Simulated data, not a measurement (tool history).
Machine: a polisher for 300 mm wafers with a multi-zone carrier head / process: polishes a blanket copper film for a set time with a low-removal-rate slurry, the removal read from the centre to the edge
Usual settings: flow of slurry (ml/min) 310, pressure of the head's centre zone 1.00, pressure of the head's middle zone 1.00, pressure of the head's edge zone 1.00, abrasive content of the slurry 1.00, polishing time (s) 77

run,hour,flow of slurry (ml/min),pressure of the head's centre zone,pressure of the head's middle zone,pressure of the head's edge zone,abrasive content of the slurry,polishing time (s),"incoming thickness of the incoming film, nm",film removed at the wafer's centre (Å),film removed at mid-radius (Å),film removed at the wafer's edge (Å)
1,0.0,310,1.00,1.00,1.00,1.00,77,1145.4,2968,2994,3008
2,23.9,310,1.00,1.00,1.00,1.00,77,1159.7,2945,3016,3068
# hour 50.5: worn pad replaced by a new one
3,61.2,310,1.00,1.00,1.05,1.00,77,1141.9,2996,2963,3023
4,87.3,310,1.00,1.00,1.05,1.00,77,1142.3,2996,2922,3057
5,121.0,310,1.00,1.00,1.05,1.00,77,1144.1,2939,2876,3093
# hour 169.1: worn pad replaced by a new one
6,214.4,310,1.05,1.00,1.00,1.00,77,1122.2,3061,2885,2971
# hour 230.1: centre zone pressure recalibrated
7,232.5,310,1.05,1.00,1.00,1.00,77,1148.7,3069,2927,2939
8,260.7,310,1.00,1.00,1.00,1.00,77,1123.5,2885,2878,3010
# hour 272.6: carrier head's membrane replaced by a new one
9,280.5,310,1.00,1.00,1.00,1.00,77,1138.6,2945,2848,2959
# hour 292.2: worn pad replaced by a new one
10,293.2,310,1.00,0.92,1.00,1.00,77,1158.6,3007,2735,2960
# hour 318.6: slurry nozzle cleaned
11,327.5,310,1.00,1.00,1.00,1.00,77,1142.7,2750,2763,2894
12,361.2,310,1.00,1.00,1.00,1.00,77,1137.1,2728,2804,2898
13,392.2,310,1.03,1.04,1.00,1.00,77,1149.2,2732,2854,2784
# hour 403.8: slurry nozzle cleaned, repeated, since the last time left the tool worse
14,407.8,245,1.00,1.00,1.00,1.00,77,1144.6,2953,2908,2914
# hour 422.3: edge zone pressure recalibrated
# hour 426.6: worn pad replaced by a new one
15,472.0,310,1.00,1.00,1.00,1.00,77,1138.3,3038,3042,2975
16,504.0,310,1.00,0.93,0.93,1.00,77,1134.8,3010,2841,2876
17,533.0,235,1.03,1.05,1.00,1.00,99,1155.9,3827,3896,3726
# hour 553.5: worn pad replaced by a new one
18,633.6,270,1.00,0.92,1.00,1.25,56,1135.8,2323,2151,2324

What if the next run were any one of these 3? Each begins from the tool's condition after run 18:
A,634.0,310,1.00,1.00,1.00,1.00,87,1149.0,?,?,?
B,634.0,310,1.00,1.11,1.00,1.00,77,1149.0,?,?,?
C,634.0,310,1.11,1.00,1.00,1.00,77,1149.0,?,?,?

run,film removed at the wafer's centre (Å),film removed at mid-radius (Å),film removed at the wafer's edge (Å)
A,3419,3358,3425
B,3028,3248,3027
C,3234,2971,3031
Had the tool no hidden state, the same runs would have come out as:
run,film removed at the wafer's centre (Å),film removed at mid-radius (Å),film removed at the wafer's edge (Å)
A,3457,3392,3452
B,3062,3281,3050
C,3271,3001,3055
